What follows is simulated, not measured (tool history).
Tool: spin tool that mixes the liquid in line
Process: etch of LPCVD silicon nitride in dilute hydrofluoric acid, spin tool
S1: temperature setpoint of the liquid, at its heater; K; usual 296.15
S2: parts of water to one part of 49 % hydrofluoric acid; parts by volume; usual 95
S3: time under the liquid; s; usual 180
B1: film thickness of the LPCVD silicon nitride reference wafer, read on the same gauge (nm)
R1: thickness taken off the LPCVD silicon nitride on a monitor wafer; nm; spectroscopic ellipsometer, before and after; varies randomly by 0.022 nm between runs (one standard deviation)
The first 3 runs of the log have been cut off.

{"run": 4, "hour": 100.5, "S1": 296.15, "S2": 95, "S3": 180, "B1": 129.975, "R1": 0.896}
{"run": 5, "hour": 128.8, "S1": 296.15, "S2": 95, "S3": 180, "B1": 130.017, "R1": 0.883}
{"run": 6, "hour": 155.8, "S1": 299.15, "S2": 95, "S3": 180, "B1": 130.026, "R1": 1.101}
{"run": 7, "hour": 184.8, "S1": 299.15, "S2": 95, "S3": 180, "B1": 130.002, "R1": 1.129}
{"run": 8, "hour": 198.7, "S1": 296.15, "S2": 95, "S3": 180, "B1": 130.031, "R1": 0.891}
{"run": 9, "hour": 233.3, "S1": 296.15, "S2": 95, "S3": 180, "B1": 130.019, "R1": 0.889}
{"run": 10, "hour": 266.3, "S1": 291.65, "S2": 95, "S3": 180, "B1": 129.981, "R1": 0.677}
{"run": 11, "hour": 293.5, "S1": 296.15, "S2": 95, "S3": 180, "B1": 129.996, "R1": 0.88}
{"run": 12, "hour": 314.4, "S1": 293.65, "S2": 95, "S3": 180, "B1": 129.981, "R1": 0.779}
{"hour": 321.1, "done": "gauge calibrated"}
{"run": 13, "hour": 334.3, "S1": 296.15, "S2": 135, "S3": 180, "B1": 130.022, "R1": 0.642}
{"run": 14, "hour": 349.6, "S1": 296.15, "S2": 65, "S3": 225, "B1": 129.985, "R1": 1.585}
{"run": 15, "hour": 377.6, "S1": 293.15, "S2": 75, "S3": 180, "B1": 130.025, "R1": 0.882}
{"run": 16, "hour": 411.8, "S1": 296.15, "S2": 95, "S3": 180, "B1": 130.006, "R1": 0.895}
{"run": 17, "hour": 430.0, "S1": 296.15, "S2": 120, "S3": 135, "B1": 130.003, "R1": 0.53}
{"run": 18, "hour": 451.9, "S1": 298.15, "S2": 95, "S3": 125, "B1": 129.987, "R1": 0.691}
{"run": 19, "hour": 470.6, "S1": 296.15, "S2": 95, "S3": 80, "B1": 129.967, "R1": 0.411}
{"run": 20, "hour": 499.0, "S1": 300.65, "S2": 95, "S3": 180, "B1": 130.038, "R1": 1.195}
{"run": 21, "hour": 533.0, "S1": 293.65, "S2": 120, "S3": 115, "B1": 129.987, "R1": 0.393}
{"run": 22, "hour": 550.4, "S1": 296.15, "S2": 95, "S3": 180, "B1": 130.012, "R1": 0.925}
{"run": 23, "hour": 579.5, "S1": 296.15, "S2": 95, "S3": 180, "B1": 130.004, "R1": 0.94}
{"run": 24, "hour": 604.3, "S1": 298.65, "S2": 145, "S3": 255, "B1": 129.995, "R1": 1.005}
{"run": 25, "hour": 623.1, "S1": 300.15, "S2": 60, "S3": 180, "B1": 130.004, "R1": 1.933}
{"run": 26, "hour": 655.9, "S1": 300.15, "S2": 135, "S3": 180, "B1": 129.99, "R1": 0.835}
{"run": 27, "hour": 689.3, "S1": 292.65, "S2": 95, "S3": 180, "B1": 130.008, "R1": 0.735}
{"run": 28, "hour": 711.2, "S1": 299.65, "S2": 95, "S3": 130, "B1": 130.034, "R1": 0.856}

The next listed run, before its measurement:
{"run": 29, "hour": 733.4, "S1": 300.65, "S2": 135, "S3": 140, "B1": "?", "R1": "?"}

B1: 129.999
R1: 0.688 nm
On a tool with no hidden condition, and with the same random variation, this run would have come out at R1 0.63 nm.
